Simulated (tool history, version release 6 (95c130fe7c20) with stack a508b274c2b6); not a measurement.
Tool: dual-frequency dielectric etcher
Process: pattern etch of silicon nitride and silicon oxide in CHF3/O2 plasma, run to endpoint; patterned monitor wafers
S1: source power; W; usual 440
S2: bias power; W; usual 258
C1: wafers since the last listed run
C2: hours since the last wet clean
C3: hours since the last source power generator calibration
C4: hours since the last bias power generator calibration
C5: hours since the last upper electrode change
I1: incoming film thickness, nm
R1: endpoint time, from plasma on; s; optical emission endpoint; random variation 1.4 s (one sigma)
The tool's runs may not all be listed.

run 1 hour=0 | S1=440 S2=258 | C1=0 C2=407.7 C3=1481 C4=2330.2 C5=5269.8 | I1=320.4 | R1=230.2
run 2 hour=51.1 | S1=440 S2=258 | C1=462 C2=458.8 C3=1532.1 C4=2381.3 C5=5320.9 | I1=323 | R1=232.2
-- hour=86.2 wet clean of the chamber
run 3 hour=86.7 | S1=500 S2=258 | C1=105 C2=0.5 C3=1567.7 C4=2416.9 C5=5356.5 | I1=322.7 | R1=212.5
run 4 hour=87 | S1=500 S2=258 | C1=2 C2=0.8 C3=1568 C4=2417.2 C5=5356.8 | I1=320.8 | R1=208.6
run 5 hour=111.5 | S1=500 S2=258 | C1=221 C2=25.3 C3=1592.5 C4=2441.7 C5=5381.3 | I1=323.5 | R1=211.9
-- hour=150 upper electrode replaced
run 6 hour=150.5 | S1=440 S2=258 | C1=135 C2=64.3 C3=1631.5 C4=2480.7 C5=0.5 | I1=320.2 | R1=218.2
run 7 hour=172.9 | S1=440 S2=258 | C1=202 C2=86.7 C3=1653.9 C4=2503.1 C5=22.9 | I1=319.7 | R1=216.7
run 8 hour=187 | S1=440 S2=258 | C1=127 C2=100.8 C3=1668 C4=2517.2 C5=37 | I1=321.8 | R1=220.1
run 9 hour=292.9 | S1=440 S2=258 | C1=958 C2=206.7 C3=1773.9 C4=2623.1 C5=142.9 | I1=321.4 | R1=223.9
run 10 hour=326.5 | S1=390 S2=208 | C1=304 C2=240.3 C3=1807.5 C4=2656.7 C5=176.5 | I1=319.5 | R1=263
run 11 hour=343.7 | S1=530 S2=230 | C1=155 C2=257.5 C3=1824.7 C4=2673.9 C5=193.7 | I1=322.4 | R1=229.5
-- hour=358.2 bias power generator calibrated
run 12 hour=377.3 | S1=330 S2=234 | C1=268 C2=291.1 C3=1858.3 C4=19.1 C5=227.3 | I1=324.4 | R1=259.1
run 13 hour=404.7 | S1=350 S2=239 | C1=248 C2=318.5 C3=1885.7 C4=46.5 C5=254.7 | I1=322.9 | R1=252.8
run 14 hour=437.2 | S1=440 S2=258 | C1=294 C2=351 C3=1918.2 C4=79 C5=287.2 | I1=325.6 | R1=230.3
run 15 hour=462.5 | S1=500 S2=221 | C1=229 C2=376.3 C3=1943.5 C4=104.3 C5=312.5 | I1=324.7 | R1=241.6
run 16 hour=484.6 | S1=440 S2=258 | C1=200 C2=398.4 C3=1965.6 C4=126.4 C5=334.6 | I1=322.1 | R1=228.8
run 17 hour=505.6 | S1=520 S2=258 | C1=190 C2=419.4 C3=1986.6 C4=147.4 C5=355.6 | I1=323.2 | R1=221.2
-- hour=539 wet clean of the chamber
run 18 hour=539.5 | S1=380 S2=258 | C1=89 C2=0.5 C3=2020.5 C4=181.3 C5=389.5 | I1=321 | R1=224.9
run 19 hour=540.5 | S1=360 S2=234 | C1=9 C2=1.5 C3=2021.5 C4=182.3 C5=390.5 | I1=323.8 | R1=247.2
-- hour=562.3 source power generator calibrated
run 20 hour=564.4 | S1=440 S2=238 | C1=180 C2=25.4 C3=2.1 C4=206.2 C5=414.4 | I1=323.1 | R1=232.4
run 21 hour=584.3 | S1=380 S2=258 | C1=180 C2=45.3 C3=22 C4=226.1 C5=434.3 | I1=322.9 | R1=231.7
run 22 hour=614.5 | S1=370 S2=229 | C1=273 C2=75.5 C3=52.2 C4=256.3 C5=464.5 | I1=320.7 | R1=249.1
run 23 hour=648.9 | S1=440 S2=258 | C1=311 C2=109.9 C3=86.6 C4=290.7 C5=498.9 | I1=322.4 | R1=220.2
run 24 hour=678.3 | S1=440 S2=230 | C1=266 C2=139.3 C3=116 C4=320.1 C5=528.3 | I1=320.5 | R1=236.4
run 25 hour=702.8 | S1=330 S2=258 | C1=221 C2=163.8 C3=140.5 C4=344.6 C5=552.8 | I1=325.3 | R1=245.3
run 26 hour=728.4 | S1=340 S2=211 | C1=231 C2=189.4 C3=166.1 C4=370.2 C5=578.4 | I1=321.2 | R1=273.1
run 27 hour=742.4 | S1=440 S2=258 | C1=126 C2=203.4 C3=180.1 C4=384.2 C5=592.4 | I1=324.7 | R1=224.9
run 28 hour=761.8 | S1=370 S2=258 | C1=175 C2=222.8 C3=199.5 C4=403.6 C5=611.8 | I1=321.7 | R1=235.4
run 29 hour=778.4 | S1=440 S2=258 | C1=150 C2=239.4 C3=216.1 C4=420.2 C5=628.4 | I1=323.4 | R1=225.1
run 30 hour=790.4 | S1=440 S2=258 | C1=108 C2=251.4 C3=228.1 C4=432.2 C5=640.4 | I1=322.4 | R1=225.5
run 31 hour=813.6 | S1=350 S2=216 | C1=210 C2=274.6 C3=251.3 C4=455.4 C5=663.6 | I1=320.2 | R1=266.1
run 32 hour=834.1 | S1=330 S2=318 | C1=185 C2=295.1 C3=271.8 C4=475.9 C5=684.1 | I1=321.8 | R1=217.7
run 33 hour=849.8 | S1=440 S2=258 | C1=142 C2=310.8 C3=287.5 C4=491.6 C5=699.8 | I1=321.8 | R1=228.3
run 34 hour=873.2 | S1=380 S2=258 | C1=211 C2=334.2 C3=310.9 C4=515 C5=723.2 | I1=324.4 | R1=243.2

The same runs without the tool's hidden state, with the same run-to-run variation:
The hidden state here: etch rate over this chamber's usual, %; source power that arrives over what is set, %; bias power that arrives over what is set, %.
run=1 R1=219.4
run=2 R1=219.8
run=3 R1=213.2
run=4 R1=209.3
run=5 R1=212
run=6 R1=217.3
run=7 R1=215.1
run=8 R1=218.2
run=9 R1=219.1
run=10 R1=256.2
run=11 R1=223.1
run=12 R1=250.8
run=13 R1=243.9
run=14 R1=221.3
run=15 R1=231.4
run=16 R1=218.5
run=17 R1=210.7
run=18 R1=225.1
run=19 R1=247.3
run=20 R1=231.8
run=21 R1=230.6
run=22 R1=247
run=23 R1=217.5
run=24 R1=232.6
run=25 R1=240.5
run=26 R1=267
run=27 R1=219.5
run=28 R1=229.2
run=29 R1=218.7
run=30 R1=218.8
run=31 R1=257.4
run=32 R1=210
run=33 R1=219.8
run=34 R1=233.5
